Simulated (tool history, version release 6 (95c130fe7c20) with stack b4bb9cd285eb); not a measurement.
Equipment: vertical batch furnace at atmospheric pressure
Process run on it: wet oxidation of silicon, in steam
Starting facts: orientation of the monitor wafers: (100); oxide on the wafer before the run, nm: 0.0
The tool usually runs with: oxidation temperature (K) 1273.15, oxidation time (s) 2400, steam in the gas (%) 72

run   hour  oxidation temperature (K)  oxidation time (s)  steam in the gas (%)  read-back reference wafer on the same gauge, thickness  oxide thickness on the monitor wafer (angstrom)
  1      0                    1273.15                2400                    72                                                     286                                           2317.2
  2   15.3                    1273.15                2400                    72                                                     286                                           2316.9
  3   26.9                    1273.15                2400                    72                                                  285.97                                             2301
  4     36                    1273.15                2400                    72                                                  285.97                                           2314.4
  5   48.1                    1273.15                3210                    72                                                  285.93                                           2852.2
        79  -- thermocouples replaced and temperature profile calibrated
      97.2  -- steam generator serviced
  6   97.7                    1273.15                3210                    72                                                  286.03                                           2773.3
  7  102.8                    1273.15                2400                    63                                                  285.95                                           2014.2
  8    108                    1273.15                2400                    72                                                  286.01                                           2226.5
  9  113.1                    1273.15                2400                    72                                                  286.04                                           2231.1
     131.6  -- steam generator serviced, repeated, since the last time left the tool worse
 10  132.1                    1273.15                2400                    60                                                  285.98                                           2093.8
 11  144.6                    1273.15                1620                    72                                                   285.9                                           1778.7
     158.9  -- gauge calibrated
 12  165.9                    1249.15                2400                    72                                                  285.91                                             1911
 13  185.1                    1265.15                3330                    75                                                  285.93                                           2931.2
 14  198.5                    1285.15                2400                    72                                                  286.04                                           2644.5
 15  207.6                    1273.15                3270                    69                                                  285.97                                           2906.3

Branching from run 15: 5 alternative next runs. What would each branch give?
  A  212.8                    1273.15                2400                    72                                                       ?                                                ?
  B  212.8                    1282.15                2790                    76                                                       ?                                                ?
  C  212.8                    1288.15                2850                    72                                                       ?                                                ?
  D  212.8                    1258.15                2400                    80                                                       ?                                                ?
  E  212.8                    1273.15                3090                    77                                                       ?                                                ?

run  read-back reference wafer on the same gauge, thickness  oxide thickness on the monitor wafer (angstrom)
  A                                                   285.9                                           2385.8
  B                                                   285.9                                           2980.9
  C                                                   285.9                                           3049.7
  D                                                   285.9                                             2257
  E                                                   285.9                                           3013.9
Stripped of hidden state, with their random variation kept, the same runs would have yielded:
run  oxide thickness on the monitor wafer (angstrom)
  A                                           2414.2
  B                                           3014.7
  C                                           3083.8
  D                                           2284.8
  E                                           3048.5

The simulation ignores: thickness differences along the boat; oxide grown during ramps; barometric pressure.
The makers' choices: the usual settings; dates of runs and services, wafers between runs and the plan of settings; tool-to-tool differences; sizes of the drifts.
